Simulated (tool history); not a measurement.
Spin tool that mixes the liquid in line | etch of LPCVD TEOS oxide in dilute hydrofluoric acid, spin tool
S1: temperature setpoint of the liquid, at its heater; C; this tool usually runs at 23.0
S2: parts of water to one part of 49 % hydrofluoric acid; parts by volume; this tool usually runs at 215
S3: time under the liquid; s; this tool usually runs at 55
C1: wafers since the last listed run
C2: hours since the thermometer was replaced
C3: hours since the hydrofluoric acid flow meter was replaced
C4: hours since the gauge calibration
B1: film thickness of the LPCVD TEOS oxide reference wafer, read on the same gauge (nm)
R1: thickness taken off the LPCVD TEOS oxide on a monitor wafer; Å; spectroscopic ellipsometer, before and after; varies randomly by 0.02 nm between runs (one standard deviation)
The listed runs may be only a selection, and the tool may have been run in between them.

{"run": 1, "hour": 0.0, "S1": 23.0, "S2": 215, "S3": 55, "C1": 0, "C2": 1585.4, "C3": 581.7, "C4": 60.7, "B1": 100.01, "R1": 84.7}
{"run": 2, "hour": 16.9, "S1": 23.0, "S2": 215, "S3": 55, "C1": 189, "C2": 1602.3, "C3": 598.6, "C4": 77.6, "B1": 99.97, "R1": 84.2}
{"run": 3, "hour": 34.9, "S1": 23.0, "S2": 215, "S3": 55, "C1": 201, "C2": 1620.3, "C3": 616.6, "C4": 95.6, "B1": 100.0, "R1": 84.4}
{"run": 4, "hour": 44.1, "S1": 23.0, "S2": 215, "S3": 55, "C1": 102, "C2": 1629.5, "C3": 625.8, "C4": 104.8, "B1": 100.0, "R1": 84.2}
{"run": 5, "hour": 53.6, "S1": 23.0, "S2": 175, "S3": 55, "C1": 106, "C2": 1639.0, "C3": 635.3, "C4": 114.3, "B1": 100.02, "R1": 108.5}
{"run": 6, "hour": 70.7, "S1": 23.0, "S2": 215, "S3": 55, "C1": 191, "C2": 1656.1, "C3": 652.4, "C4": 131.4, "B1": 99.97, "R1": 84.5}
{"run": 7, "hour": 83.5, "S1": 23.0, "S2": 215, "S3": 55, "C1": 143, "C2": 1668.9, "C3": 665.2, "C4": 144.2, "B1": 100.01, "R1": 84.2}
{"run": 8, "hour": 90.9, "S1": 21.5, "S2": 165, "S3": 55, "C1": 82, "C2": 1676.3, "C3": 672.6, "C4": 151.6, "B1": 100.0, "R1": 109.8}
{"run": 9, "hour": 107.1, "S1": 19.5, "S2": 215, "S3": 30, "C1": 181, "C2": 1692.5, "C3": 688.8, "C4": 167.8, "B1": 100.0, "R1": 40.3}
{"run": 10, "hour": 113.1, "S1": 23.0, "S2": 170, "S3": 90, "C1": 67, "C2": 1698.5, "C3": 694.8, "C4": 173.8, "B1": 100.0, "R1": 182.4}
{"run": 11, "hour": 130.2, "S1": 21.5, "S2": 145, "S3": 30, "C1": 191, "C2": 1715.6, "C3": 711.9, "C4": 190.9, "B1": 100.0, "R1": 69.5}
{"hour": 133.2, "done": "thermometer replaced"}
{"hour": 136.1, "done": "gauge calibrated"}
{"hour": 136.7, "done": "hydrofluoric acid flow meter replaced"}
{"run": 12, "hour": 143.6, "S1": 26.5, "S2": 215, "S3": 40, "C1": 127, "C2": 10.4, "C3": 6.9, "C4": 7.5, "B1": 100.0, "R1": 67.5}
{"run": 13, "hour": 159.4, "S1": 21.5, "S2": 215, "S3": 55, "C1": 176, "C2": 26.2, "C3": 22.7, "C4": 23.3, "B1": 99.99, "R1": 76.9}
{"run": 14, "hour": 167.6, "S1": 18.5, "S2": 325, "S3": 30, "C1": 91, "C2": 34.4, "C3": 30.9, "C4": 31.5, "B1": 100.02, "R1": 22.4}
{"run": 15, "hour": 182.8, "S1": 23.0, "S2": 215, "S3": 55, "C1": 170, "C2": 49.6, "C3": 46.1, "C4": 46.7, "B1": 100.01, "R1": 81.7}
{"run": 16, "hour": 191.5, "S1": 23.0, "S2": 180, "S3": 55, "C1": 97, "C2": 58.3, "C3": 54.8, "C4": 55.4, "B1": 100.01, "R1": 100.9}
{"run": 17, "hour": 201.2, "S1": 25.5, "S2": 215, "S3": 40, "C1": 108, "C2": 68.0, "C3": 64.5, "C4": 65.1, "B1": 99.99, "R1": 64.7}

Here are 5 independent what-if runs from the current tool condition. What would each one return?
{"run": "A", "hour": 201.6, "S1": 23.0, "S2": 215, "S3": 85, "C1": 4, "C2": 68.4, "C3": 64.9, "C4": 65.5, "B1": "?", "R1": "?"}
{"run": "B", "hour": 201.6, "S1": 23.0, "S2": 260, "S3": 55, "C1": 4, "C2": 68.4, "C3": 64.9, "C4": 65.5, "B1": "?", "R1": "?"}
{"run": "C", "hour": 201.6, "S1": 21.5, "S2": 305, "S3": 80, "C1": 4, "C2": 68.4, "C3": 64.9, "C4": 65.5, "B1": "?", "R1": "?"}
{"run": "D", "hour": 201.6, "S1": 27.0, "S2": 150, "S3": 80, "C1": 4, "C2": 68.4, "C3": 64.9, "C4": 65.5, "B1": "?", "R1": "?"}
{"run": "E", "hour": 201.6, "S1": 26.0, "S2": 295, "S3": 55, "C1": 4, "C2": 68.4, "C3": 64.9, "C4": 65.5, "B1": "?", "R1": "?"}

run=A B1=100.01 R1=125.6
run=B B1=100.01 R1=64.2
run=C B1=100.01 R1=72.2
run=D B1=100.01 R1=211.5
run=E B1=100.01 R1=60.6
Without the tool's hidden state the same runs would have given:
run=A R1=127.3
run=B R1=65.1
run=C R1=73.3
run=D R1=214.2
run=E R1=61.5

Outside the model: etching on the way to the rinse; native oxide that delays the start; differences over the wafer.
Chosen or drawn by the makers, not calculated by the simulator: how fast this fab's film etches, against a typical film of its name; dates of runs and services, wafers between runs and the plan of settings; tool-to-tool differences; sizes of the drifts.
